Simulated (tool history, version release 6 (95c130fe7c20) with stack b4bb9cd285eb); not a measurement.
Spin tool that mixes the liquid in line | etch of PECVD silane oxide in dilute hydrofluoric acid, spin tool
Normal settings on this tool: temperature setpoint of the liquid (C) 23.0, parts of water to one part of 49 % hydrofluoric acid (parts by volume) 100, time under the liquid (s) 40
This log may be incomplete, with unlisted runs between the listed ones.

run	hour	temperature setpoint of the liquid (C)	parts of water to one part of 49 % hydrofluoric acid (parts by volume)	time under the liquid (s)	wafers since the last listed run	hours since the thermometer was replaced	hours since the hydrofluoric acid flow meter was replaced	hours since the gauge calibration	read-back film thickness of the PECVD silane oxide reference wafer, read on the same gauge (nm)	thickness taken off the PECVD silane oxide on a monitor wafer (Å)
1	0.0	23.0	100	40	0	529.1	951.9	1128.1	100.02	92.0
2	54.4	24.5	100	40	925	583.5	1006.3	1182.5	100.03	98.4
3	131.1	24.5	100	40	1304	660.2	1083.0	1259.2	99.99	98.6
4	181.2	23.0	100	40	851	710.3	1133.1	1309.3	100.03	93.8
5	253.8	23.0	100	40	1234	782.9	1205.7	1381.9	100.00	93.1
6	309.7	23.0	100	40	950	838.8	1261.6	1437.8	99.98	94.7
7	414.4	23.0	100	40	1780	943.5	1366.3	1542.5	99.98	93.0
8	470.1	23.0	100	40	947	999.2	1422.0	1598.2	100.01	93.9
9	543.1	23.0	100	40	1241	1072.2	1495.0	1671.2	99.98	95.3
# hour 553.5: thermometer replaced
10	592.2	23.0	100	40	817	38.7	1544.1	1720.3	99.97	89.7
11	641.0	23.0	100	40	829	87.5	1592.9	1769.1	99.99	91.2
12	730.5	23.0	100	40	1521	177.0	1682.4	1858.6	99.99	90.3
13	828.2	23.0	100	40	1661	274.7	1780.1	1956.3	100.01	91.0
14	904.3	27.0	120	40	1294	350.8	1856.2	2032.4	99.98	86.5
15	1008.3	23.0	55	40	1768	454.8	1960.2	2136.4	100.01	176.5
16	1072.5	21.5	60	20	1091	519.0	2024.4	2200.6	99.98	74.8
17	1127.3	27.0	55	55	931	573.8	2079.2	2255.4	100.00	284.0
18	1174.6	26.0	120	55	804	621.1	2126.5	2302.7	100.00	115.5
19	1280.7	21.0	85	35	1804	727.2	2232.6	2408.8	99.98	88.9
# hour 1323.7: gauge calibrated
20	1386.4	23.0	100	40	1797	832.9	2338.3	62.7	100.00	92.5
# hour 1508.6: hydrofluoric acid flow meter replaced
21	1550.7	26.0	115	25	2776	997.2	42.1	227.0	99.99	56.9
22	1604.0	23.0	65	40	906	1050.5	95.4	280.3	100.01	151.3
# hour 1666.2: thermometer replaced
23	1670.8	26.0	120	55	1118	4.6	162.2	347.1	99.98	113.1
24	1741.9	28.0	60	40	1209	75.7	233.3	418.2	100.01	193.8
25	1837.2	27.0	100	40	1620	171.0	328.6	513.5	100.01	107.0
26	1885.4	23.0	100	40	819	219.2	376.8	561.7	99.97	92.5
27	1962.0	23.0	100	40	1302	295.8	453.4	638.3	100.01	91.7
28	2021.7	20.0	75	25	1015	355.5	513.1	698.0	100.04	69.8
29	2112.4	23.0	100	30	1542	446.2	603.8	788.7	100.01	69.1
30	2194.8	23.0	115	55	1401	528.6	686.2	871.1	99.96	108.1
31	2235.3	25.0	75	40	688	569.1	726.7	911.6	99.97	136.7
32	2316.0	20.5	80	55	1372	649.8	807.4	992.3	100.00	146.0

Hidden condition of the tool, last listed run before each entry between runs versus first listed run after:
After run 9, before run 10: thermometer replaced (hour 553.5)
  liquid hotter than its thermometer reads (K): 1.29 -> 0.0521
  what was measured, less what the result would be without the hidden state, thickness taken off the PECVD silane oxide on a monitor wafer (Å): +4.8 -> +0.1
After run 19, before run 20: gauge calibrated (hour 1323.7)
  liquid hotter than its thermometer reads (K): 0.765 -> 0.875
  what was measured, less what the result would be without the hidden state, thickness taken off the PECVD silane oxide on a monitor wafer (Å): +2.7 -> +3.2
After run 20, before run 21: hydrofluoric acid flow meter replaced (hour 1508.6)
  liquid hotter than its thermometer reads (K): 0.875 -> 1.04
  what was measured, less what the result would be without the hidden state, thickness taken off the PECVD silane oxide on a monitor wafer (Å): +3.2 -> +2.3
After run 22, before run 23: thermometer replaced (hour 1666.2)
  liquid hotter than its thermometer reads (K): 1.1 -> 0.0462
  what was measured, less what the result would be without the hidden state, thickness taken off the PECVD silane oxide on a monitor wafer (Å): +6.7 -> +0.3
